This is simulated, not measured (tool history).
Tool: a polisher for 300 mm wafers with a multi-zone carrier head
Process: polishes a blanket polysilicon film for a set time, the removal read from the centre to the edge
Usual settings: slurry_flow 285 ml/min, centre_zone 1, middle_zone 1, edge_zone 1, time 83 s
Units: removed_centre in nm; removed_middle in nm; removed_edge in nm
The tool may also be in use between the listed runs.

run     day  slurry_flow  centre_zone  middle_zone  edge_zone  time  incoming thickness of the incoming film, nm  removed_centre  removed_middle  removed_edge
  1       0          220            1         1.09          1    83                                       2174.5           573.3           629.2         591.3
  2   1.142          230            1            1          1    83                                       2181.6           574.2           581.9         587.9
  3   2.596          230            1            1          1    83                                       2130.8           582.7           593.8         594.6
  4    3.15          285            1            1          1    83                                       2162.6           594.1           593.6         601.6
  5   4.083          285            1            1          1    83                                       2195.2           598.8           592.1         602.5
  6   4.971          285            1            1          1    83                                       2179.3           599.8           594.9         606.3
  7   5.742          285            1            1          1    83                                       2192.7             595           590.8         604.4
  8   7.146          285            1            1          1    83                                       2224.3             596           598.5         602.2
  9   7.708          285         0.92          0.9       0.91    83                                       2149.6           553.1           546.2         577.4
 10   9.092          235            1            1          1   110                                       2180.6           771.2           770.9         786.6
 11   9.783          285         1.09            1       0.94    75                                       2189.6           589.9           553.2         535.6
 12  10.738          355            1         0.92       0.91   101                                       2167.9           739.8           689.9           708
 13  11.754          370            1            1          1    83                                       2181.4           612.8           617.3         614.3
 14  12.271          285            1            1       0.92    83                                         2204             593           595.9         585.1
 15  13.279          220            1         1.09          1    83                                       2175.9           576.5           628.9         585.3
 16  13.942          285            1            1          1    83                                       2152.6           588.8           596.4         601.4

Taken out of this log: 8 entries between the listed runs. Where each belongs, and how the hidden state differs across it:
Between runs 2 and 3: worn pad replaced by a new one (day 2.375)
  no hidden state differs between the two runs
Between runs 5 and 6: centre zone pressure recalibrated (day 4.546)
  no hidden state differs between the two runs
Between runs 6 and 7: edge zone pressure recalibrated (day 5.596); worn pad replaced by a new one (day 5.721)
  no hidden state differs between the two runs
Between runs 9 and 10: slurry nozzle cleaned (day 7.808); worn pad replaced by a new one (day 8.708)
  no hidden state differs between the two runs
Between runs 12 and 13: carrier head's membrane replaced by a new one (day 11.112)
  no hidden state differs between the two runs
Between runs 13 and 14: worn pad replaced by a new one (day 12.05)
  no hidden state differs between the two runs
